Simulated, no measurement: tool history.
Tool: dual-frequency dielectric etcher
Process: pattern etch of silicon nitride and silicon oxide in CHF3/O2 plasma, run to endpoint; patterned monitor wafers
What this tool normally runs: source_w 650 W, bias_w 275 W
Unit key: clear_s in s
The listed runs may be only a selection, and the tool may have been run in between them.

| run | hour | source_w | bias_w | incoming incoming film thickness, nm | clear_s |
|---|---|---|---|---|---|
| 1 | 0 | 650 | 311 | 228.8 | 122.5 |
| 2 | 77.8 | 680 | 275 | 227.4 | 127 |
| 3 | 115.7 | 680 | 275 | 227.6 | 125.9 |
| 4 | 152.7 | 650 | 227 | 228.1 | 141.2 |
| 5 | 209.8 | 650 | 227 | 228.3 | 141.9 |
| 6 | 271.8 | 650 | 239 | 226.3 | 136.7 |
| 7 | 346.8 | 650 | 239 | 228.8 | 138.1 |
|  | 376.4 | wet clean of the chamber |
| 8 | 396.1 | 720 | 275 | 230.3 | 126.4 |
|  | 498.4 | bias power generator calibrated |
| 9 | 499.3 | 720 | 275 | 227.8 | 126.3 |
|  | 508.4 | source power generator calibrated |
| 10 | 567.9 | 720 | 275 | 228.4 | 124.7 |
| 11 | 673.5 | 650 | 275 | 228 | 128.8 |
| 12 | 713.6 | 760 | 332 | 225.5 | 112.4 |
| 13 | 765.4 | 570 | 248 | 228.8 | 142.4 |
| 14 | 832.7 | 650 | 275 | 227.8 | 128.5 |

What does the tool deliver on the next run?
|  | 884.5 | upper electrode replaced |
| 15 | 919.9 | 710 | 226 | 230.1 | ? |

Run 15 came out at clear_s 137.4 s.
Had the tool carried no hidden state, the very same run would have given clear_s 137.4 s.

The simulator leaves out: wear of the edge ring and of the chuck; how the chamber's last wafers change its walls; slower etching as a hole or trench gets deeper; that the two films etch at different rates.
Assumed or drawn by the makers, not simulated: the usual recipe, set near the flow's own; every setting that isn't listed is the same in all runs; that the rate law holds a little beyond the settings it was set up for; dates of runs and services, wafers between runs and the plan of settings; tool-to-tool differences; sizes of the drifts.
